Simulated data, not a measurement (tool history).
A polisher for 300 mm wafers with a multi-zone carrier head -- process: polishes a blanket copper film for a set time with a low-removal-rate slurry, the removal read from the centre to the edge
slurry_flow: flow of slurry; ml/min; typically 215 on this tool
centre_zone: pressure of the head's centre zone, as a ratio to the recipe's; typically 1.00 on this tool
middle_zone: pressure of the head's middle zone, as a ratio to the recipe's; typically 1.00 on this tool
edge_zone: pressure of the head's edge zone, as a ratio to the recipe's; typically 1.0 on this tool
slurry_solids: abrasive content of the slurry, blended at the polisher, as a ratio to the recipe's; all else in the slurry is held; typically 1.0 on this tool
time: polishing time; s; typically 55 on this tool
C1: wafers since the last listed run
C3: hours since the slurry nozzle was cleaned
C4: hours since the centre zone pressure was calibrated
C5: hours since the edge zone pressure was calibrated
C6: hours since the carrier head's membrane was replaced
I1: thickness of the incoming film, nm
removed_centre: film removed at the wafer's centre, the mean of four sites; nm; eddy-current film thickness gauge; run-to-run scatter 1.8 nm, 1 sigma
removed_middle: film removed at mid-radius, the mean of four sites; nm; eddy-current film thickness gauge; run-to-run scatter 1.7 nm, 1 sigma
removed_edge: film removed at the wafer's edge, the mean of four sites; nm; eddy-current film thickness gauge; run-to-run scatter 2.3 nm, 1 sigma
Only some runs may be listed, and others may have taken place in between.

{"run": 1, "hour": 0.0, "slurry_flow": 215, "centre_zone": 1.0, "middle_zone": 1.0, "edge_zone": 1.0, "slurry_solids": 1.0, "time": 55, "C1": 0, "wafers polished on this pad": 847, "C3": 390.5, "C4": 1131.1, "C5": 1381.1, "C6": 1263.4, "I1": 716.2, "removed_centre": 242.0, "removed_middle": 244.1, "removed_edge": 239.6}
{"run": 2, "hour": 16.0, "slurry_flow": 215, "centre_zone": 0.96, "middle_zone": 1.0, "edge_zone": 1.0, "slurry_solids": 0.8, "time": 55, "C1": 87, "wafers polished on this pad": 934, "C3": 406.5, "C4": 1147.1, "C5": 1397.1, "C6": 1279.4, "I1": 731.8, "removed_centre": 224.1, "removed_middle": 234.6, "removed_edge": 233.1}
{"run": 3, "hour": 30.1, "slurry_flow": 215, "centre_zone": 1.0, "middle_zone": 1.0, "edge_zone": 1.0, "slurry_solids": 1.0, "time": 55, "C1": 76, "wafers polished on this pad": 1010, "C3": 420.6, "C4": 1161.2, "C5": 1411.2, "C6": 1293.5, "I1": 711.7, "removed_centre": 246.3, "removed_middle": 243.8, "removed_edge": 241.7}
{"run": 4, "hour": 46.7, "slurry_flow": 215, "centre_zone": 1.0, "middle_zone": 1.0, "edge_zone": 1.0, "slurry_solids": 1.0, "time": 55, "C1": 90, "wafers polished on this pad": 1101, "C3": 437.2, "C4": 1177.8, "C5": 1427.8, "C6": 1310.1, "I1": 725.0, "removed_centre": 244.4, "removed_middle": 246.2, "removed_edge": 235.3}
{"run": 5, "hour": 60.1, "slurry_flow": 215, "centre_zone": 1.0, "middle_zone": 1.0, "edge_zone": 1.0, "slurry_solids": 1.0, "time": 55, "C1": 72, "wafers polished on this pad": 1174, "C3": 450.6, "C4": 1191.2, "C5": 1441.2, "C6": 1323.5, "I1": 730.0, "removed_centre": 242.4, "removed_middle": 241.2, "removed_edge": 234.0}
{"run": 6, "hour": 75.6, "slurry_flow": 215, "centre_zone": 1.0, "middle_zone": 1.0, "edge_zone": 1.0, "slurry_solids": 1.0, "time": 55, "C1": 84, "wafers polished on this pad": 1258, "C3": 466.1, "C4": 1206.7, "C5": 1456.7, "C6": 1339.0, "I1": 717.1, "removed_centre": 244.4, "removed_middle": 244.5, "removed_edge": 235.1}
{"run": 7, "hour": 89.0, "slurry_flow": 215, "centre_zone": 1.0, "middle_zone": 1.0, "edge_zone": 1.0, "slurry_solids": 1.0, "time": 55, "C1": 72, "wafers polished on this pad": 1331, "C3": 479.5, "C4": 1220.1, "C5": 1470.1, "C6": 1352.4, "I1": 720.7, "removed_centre": 242.7, "removed_middle": 242.8, "removed_edge": 236.2}
{"hour": 92.0, "done": "edge zone pressure recalibrated"}
{"hour": 94.0, "done": "worn pad replaced by a new one"}
{"run": 8, "hour": 106.6, "slurry_flow": 215, "centre_zone": 1.0, "middle_zone": 1.0, "edge_zone": 1.0, "slurry_solids": 1.0, "time": 55, "C1": 74, "wafers polished on this pad": 68, "C3": 497.1, "C4": 1237.7, "C5": 14.6, "C6": 1370.0, "I1": 723.0, "removed_centre": 244.9, "removed_middle": 241.1, "removed_edge": 236.7}
{"hour": 113.2, "done": "slurry nozzle cleaned"}
{"run": 9, "hour": 118.5, "slurry_flow": 270, "centre_zone": 1.0, "middle_zone": 1.0, "edge_zone": 1.0, "slurry_solids": 1.0, "time": 42, "C1": 59, "wafers polished on this pad": 127, "C3": 5.3, "C4": 1249.6, "C5": 26.5, "C6": 1381.9, "I1": 705.8, "removed_centre": 192.9, "removed_middle": 191.1, "removed_edge": 184.7}
{"run": 10, "hour": 128.8, "slurry_flow": 215, "centre_zone": 1.0, "middle_zone": 1.0, "edge_zone": 1.0, "slurry_solids": 1.0, "time": 55, "C1": 56, "wafers polished on this pad": 183, "C3": 15.6, "C4": 1259.9, "C5": 36.8, "C6": 1392.2, "I1": 728.4, "removed_centre": 243.7, "removed_middle": 243.5, "removed_edge": 239.6}
{"run": 11, "hour": 146.1, "slurry_flow": 260, "centre_zone": 1.0, "middle_zone": 1.0, "edge_zone": 1.1, "slurry_solids": 1.0, "time": 39, "C1": 94, "wafers polished on this pad": 278, "C3": 32.9, "C4": 1277.2, "C5": 54.1, "C6": 1409.5, "I1": 706.3, "removed_centre": 177.1, "removed_middle": 177.7, "removed_edge": 178.7}
{"hour": 156.1, "done": "carrier head's membrane replaced by a new one"}
{"run": 12, "hour": 156.6, "slurry_flow": 270, "centre_zone": 1.1, "middle_zone": 1.0, "edge_zone": 0.9, "slurry_solids": 1.0, "time": 55, "C1": 29, "wafers polished on this pad": 308, "C3": 43.4, "C4": 1287.7, "C5": 64.6, "C6": 0.5, "I1": 712.3, "removed_centre": 278.6, "removed_middle": 248.5, "removed_edge": 230.1}
{"hour": 163.6, "done": "centre zone pressure recalibrated"}
{"run": 13, "hour": 168.4, "slurry_flow": 140, "centre_zone": 1.0, "middle_zone": 1.0, "edge_zone": 1.0, "slurry_solids": 1.0, "time": 55, "C1": 53, "wafers polished on this pad": 361, "C3": 55.2, "C4": 4.8, "C5": 76.4, "C6": 12.3, "I1": 726.7, "removed_centre": 223.8, "removed_middle": 226.9, "removed_edge": 221.2}
{"run": 14, "hour": 180.7, "slurry_flow": 270, "centre_zone": 1.0, "middle_zone": 1.0, "edge_zone": 1.0, "slurry_solids": 1.0, "time": 55, "C1": 66, "wafers polished on this pad": 428, "C3": 67.5, "C4": 17.1, "C5": 88.7, "C6": 24.6, "I1": 722.4, "removed_centre": 251.3, "removed_middle": 245.2, "removed_edge": 244.5}
{"run": 15, "hour": 196.3, "slurry_flow": 215, "centre_zone": 1.0, "middle_zone": 1.0, "edge_zone": 1.0, "slurry_solids": 1.0, "time": 55, "C1": 84, "wafers polished on this pad": 513, "C3": 83.1, "C4": 32.7, "C5": 104.3, "C6": 40.2, "I1": 723.7, "removed_centre": 246.1, "removed_middle": 242.4, "removed_edge": 235.7}
{"run": 16, "hour": 205.2, "slurry_flow": 195, "centre_zone": 1.0, "middle_zone": 1.0, "edge_zone": 1.0, "slurry_solids": 1.0, "time": 55, "C1": 48, "wafers polished on this pad": 561, "C3": 92.0, "C4": 41.6, "C5": 113.2, "C6": 49.1, "I1": 717.1, "removed_centre": 240.2, "removed_middle": 237.0, "removed_edge": 236.2}

4 options for the next run, each taken on its own from the tool as it stands now. Forecast them:
{"run": "A", "hour": 205.6, "slurry_flow": 215, "centre_zone": 0.91, "middle_zone": 1.0, "edge_zone": 1.0, "slurry_solids": 1.0, "time": 55, "C1": 2, "wafers polished on this pad": 564, "C3": 92.4, "C4": 42.0, "C5": 113.6, "C6": 49.5, "I1": 717.8, "removed_centre": "?", "removed_middle": "?", "removed_edge": "?"}
{"run": "B", "hour": 205.6, "slurry_flow": 290, "centre_zone": 1.0, "middle_zone": 1.08, "edge_zone": 1.0, "slurry_solids": 1.0, "time": 55, "C1": 2, "wafers polished on this pad": 564, "C3": 92.4, "C4": 42.0, "C5": 113.6, "C6": 49.5, "I1": 717.8, "removed_centre": "?", "removed_middle": "?", "removed_edge": "?"}
{"run": "C", "hour": 205.6, "slurry_flow": 215, "centre_zone": 1.0, "middle_zone": 1.0, "edge_zone": 1.0, "slurry_solids": 1.0, "time": 60, "C1": 2, "wafers polished on this pad": 564, "C3": 92.4, "C4": 42.0, "C5": 113.6, "C6": 49.5, "I1": 717.8, "removed_centre": "?", "removed_middle": "?", "removed_edge": "?"}
{"run": "D", "hour": 205.6, "slurry_flow": 290, "centre_zone": 0.92, "middle_zone": 1.0, "edge_zone": 1.0, "slurry_solids": 1.0, "time": 46, "C1": 2, "wafers polished on this pad": 564, "C3": 92.4, "C4": 42.0, "C5": 113.6, "C6": 49.5, "I1": 717.8, "removed_centre": "?", "removed_middle": "?", "removed_edge": "?"}

run=A removed_centre=220.9 removed_middle=243.6 removed_edge=238.8
run=B removed_centre=253.0 removed_middle=269.5 removed_edge=245.1
run=C removed_centre=265.0 removed_middle=265.6 removed_edge=260.5
run=D removed_centre=194.5 removed_middle=211.3 removed_edge=205.2
Without the tool's unlogged condition, the same runs would have read:
run=A removed_centre=220.9 removed_middle=243.6 removed_edge=238.8
run=B removed_centre=253.0 removed_middle=269.5 removed_edge=245.1
run=C removed_centre=265.0 removed_middle=265.6 removed_edge=260.5
run=D removed_centre=194.5 removed_middle=211.3 removed_edge=205.2
